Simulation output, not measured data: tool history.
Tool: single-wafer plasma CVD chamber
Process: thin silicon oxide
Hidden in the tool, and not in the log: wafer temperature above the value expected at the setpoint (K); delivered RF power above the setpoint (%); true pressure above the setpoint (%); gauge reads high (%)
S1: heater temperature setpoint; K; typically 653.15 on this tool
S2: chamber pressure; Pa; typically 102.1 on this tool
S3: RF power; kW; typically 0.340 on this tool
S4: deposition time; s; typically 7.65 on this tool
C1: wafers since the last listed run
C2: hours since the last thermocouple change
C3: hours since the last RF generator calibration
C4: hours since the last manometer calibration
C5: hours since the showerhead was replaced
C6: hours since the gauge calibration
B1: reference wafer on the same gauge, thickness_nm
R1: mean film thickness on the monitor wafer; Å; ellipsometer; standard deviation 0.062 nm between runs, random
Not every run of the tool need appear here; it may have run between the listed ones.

{"run": 1, "hour": 0.0, "S1": 653.15, "S2": 96.0, "S3": 0.375, "S4": 7.65, "C1": 0, "C2": 1539.2, "C3": 56.9, "C4": 3121.5, "C5": 77.1, "C6": 252.2, "B1": 16.482, "R1": 140.32}
{"run": 2, "hour": 14.3, "S1": 653.15, "S2": 102.1, "S3": 0.34, "S4": 7.65, "C1": 423, "C2": 1553.5, "C3": 71.2, "C4": 3135.8, "C5": 91.4, "C6": 266.5, "B1": 16.526, "R1": 142.51}
{"hour": 26.5, "done": "capacitance manometer re-zeroed and calibrated"}
{"run": 3, "hour": 27.0, "S1": 653.15, "S2": 102.1, "S3": 0.34, "S4": 7.65, "C1": 139, "C2": 1566.2, "C3": 83.9, "C4": 0.5, "C5": 104.1, "C6": 279.2, "B1": 16.503, "R1": 142.99}
{"run": 4, "hour": 35.9, "S1": 653.15, "S2": 102.1, "S3": 0.34, "S4": 7.65, "C1": 263, "C2": 1575.1, "C3": 92.8, "C4": 9.4, "C5": 113.0, "C6": 288.1, "B1": 16.507, "R1": 141.77}
{"run": 5, "hour": 47.4, "S1": 653.15, "S2": 102.1, "S3": 0.34, "S4": 7.65, "C1": 340, "C2": 1586.6, "C3": 104.3, "C4": 20.9, "C5": 124.5, "C6": 299.6, "B1": 16.505, "R1": 143.08}
{"run": 6, "hour": 57.5, "S1": 653.15, "S2": 102.1, "S3": 0.34, "S4": 7.65, "C1": 298, "C2": 1596.7, "C3": 114.4, "C4": 31.0, "C5": 134.6, "C6": 309.7, "B1": 16.547, "R1": 142.96}
{"run": 7, "hour": 67.9, "S1": 653.15, "S2": 102.1, "S3": 0.34, "S4": 7.65, "C1": 307, "C2": 1607.1, "C3": 124.8, "C4": 41.4, "C5": 145.0, "C6": 320.1, "B1": 16.498, "R1": 143.98}
{"run": 8, "hour": 81.3, "S1": 642.15, "S2": 102.1, "S3": 0.34, "S4": 7.65, "C1": 396, "C2": 1620.5, "C3": 138.2, "C4": 54.8, "C5": 158.4, "C6": 333.5, "B1": 16.523, "R1": 144.5}
{"run": 9, "hour": 91.9, "S1": 657.15, "S2": 102.1, "S3": 0.305, "S4": 7.65, "C1": 313, "C2": 1631.1, "C3": 148.8, "C4": 65.4, "C5": 169.0, "C6": 344.1, "B1": 16.483, "R1": 135.54}
{"run": 10, "hour": 99.8, "S1": 653.15, "S2": 102.1, "S3": 0.34, "S4": 7.65, "C1": 233, "C2": 1639.0, "C3": 156.7, "C4": 73.3, "C5": 176.9, "C6": 352.0, "B1": 16.494, "R1": 143.74}
{"run": 11, "hour": 115.4, "S1": 653.15, "S2": 102.1, "S3": 0.275, "S4": 8.06, "C1": 461, "C2": 1654.6, "C3": 172.3, "C4": 88.9, "C5": 192.5, "C6": 367.6, "B1": 16.494, "R1": 137.95}
{"hour": 126.3, "done": "thermocouple changed; heater temperature recalibrated"}
{"run": 12, "hour": 126.8, "S1": 653.15, "S2": 102.1, "S3": 0.295, "S4": 7.65, "C1": 100, "C2": 0.5, "C3": 183.7, "C4": 100.3, "C5": 203.9, "C6": 379.0, "B1": 16.5, "R1": 133.34}
{"run": 13, "hour": 137.4, "S1": 643.15, "S2": 102.1, "S3": 0.295, "S4": 6.83, "C1": 313, "C2": 11.1, "C3": 194.3, "C4": 110.9, "C5": 214.5, "C6": 389.6, "B1": 16.489, "R1": 121.51}
{"run": 14, "hour": 154.2, "S1": 653.15, "S2": 102.1, "S3": 0.34, "S4": 7.65, "C1": 497, "C2": 27.9, "C3": 211.1, "C4": 127.7, "C5": 231.3, "C6": 406.4, "B1": 16.506, "R1": 142.39}
{"run": 15, "hour": 171.1, "S1": 653.15, "S2": 102.1, "S3": 0.34, "S4": 6.77, "C1": 500, "C2": 44.8, "C3": 228.0, "C4": 144.6, "C5": 248.2, "C6": 423.3, "B1": 16.495, "R1": 126.1}
{"run": 16, "hour": 183.1, "S1": 653.15, "S2": 102.1, "S3": 0.34, "S4": 8.07, "C1": 355, "C2": 56.8, "C3": 240.0, "C4": 156.6, "C5": 260.2, "C6": 435.3, "B1": 16.487, "R1": 150.47}
{"hour": 186.6, "done": "gauge calibrated"}
{"run": 17, "hour": 196.0, "S1": 653.15, "S2": 76.9, "S3": 0.34, "S4": 7.65, "C1": 381, "C2": 69.7, "C3": 252.9, "C4": 169.5, "C5": 273.1, "C6": 9.4, "B1": 16.506, "R1": 105.0}
{"run": 18, "hour": 212.5, "S1": 641.15, "S2": 86.1, "S3": 0.3, "S4": 7.65, "C1": 488, "C2": 86.2, "C3": 269.4, "C4": 186.0, "C5": 289.6, "C6": 25.9, "B1": 16.48, "R1": 114.81}
{"run": 19, "hour": 263.5, "S1": 653.15, "S2": 102.1, "S3": 0.3, "S4": 7.65, "C1": 1509, "C2": 137.2, "C3": 320.4, "C4": 237.0, "C5": 340.6, "C6": 76.9, "B1": 16.528, "R1": 135.47}
{"run": 20, "hour": 274.1, "S1": 653.15, "S2": 102.1, "S3": 0.34, "S4": 7.65, "C1": 313, "C2": 147.8, "C3": 331.0, "C4": 247.6, "C5": 351.2, "C6": 87.5, "B1": 16.477, "R1": 143.5}
{"run": 21, "hour": 289.7, "S1": 653.15, "S2": 102.1, "S3": 0.34, "S4": 7.65, "C1": 461, "C2": 163.4, "C3": 346.6, "C4": 263.2, "C5": 366.8, "C6": 103.1, "B1": 16.534, "R1": 142.53}
{"run": 22, "hour": 303.9, "S1": 642.15, "S2": 102.1, "S3": 0.32, "S4": 7.65, "C1": 420, "C2": 177.6, "C3": 360.8, "C4": 277.4, "C5": 381.0, "C6": 117.3, "B1": 16.505, "R1": 140.85}
{"run": 23, "hour": 312.9, "S1": 644.15, "S2": 90.7, "S3": 0.37, "S4": 7.65, "C1": 266, "C2": 186.6, "C3": 369.8, "C4": 286.4, "C5": 390.0, "C6": 126.3, "B1": 16.519, "R1": 131.23}
{"run": 24, "hour": 325.6, "S1": 653.15, "S2": 81.9, "S3": 0.34, "S4": 7.65, "C1": 375, "C2": 199.3, "C3": 382.5, "C4": 299.1, "C5": 402.7, "C6": 139.0, "B1": 16.511, "R1": 112.8}
{"run": 25, "hour": 333.3, "S1": 657.15, "S2": 102.1, "S3": 0.405, "S4": 9.02, "C1": 227, "C2": 207.0, "C3": 390.2, "C4": 306.8, "C5": 410.4, "C6": 146.7, "B1": 16.527, "R1": 179.93}
{"run": 26, "hour": 349.1, "S1": 667.15, "S2": 102.1, "S3": 0.29, "S4": 8.71, "C1": 467, "C2": 222.8, "C3": 406.0, "C4": 322.6, "C5": 426.2, "C6": 162.5, "B1": 16.495, "R1": 150.45}
{"run": 27, "hour": 363.7, "S1": 660.15, "S2": 95.6, "S3": 0.395, "S4": 6.54, "C1": 432, "C2": 237.4, "C3": 420.6, "C4": 337.2, "C5": 440.8, "C6": 177.1, "B1": 16.482, "R1": 120.95}
{"run": 28, "hour": 371.7, "S1": 653.15, "S2": 102.1, "S3": 0.34, "S4": 7.65, "C1": 236, "C2": 245.4, "C3": 428.6, "C4": 345.2, "C5": 448.8, "C6": 185.1, "B1": 16.493, "R1": 142.8}

What differs in the tool's unlogged condition from the final listed run ahead of each entry between runs to the first listed run following it?
Logged between run 2 and run 3: capacitance manometer re-zeroed and calibrated (hour 26.5)
  nothing in the hidden state changes from one run to the other
Logged between run 11 and run 12: thermocouple changed; heater temperature recalibrated (hour 126.3)
  nothing in the hidden state changes from one run to the other
Logged between run 16 and run 17: gauge calibrated (hour 186.6)
  nothing in the hidden state changes from one run to the other
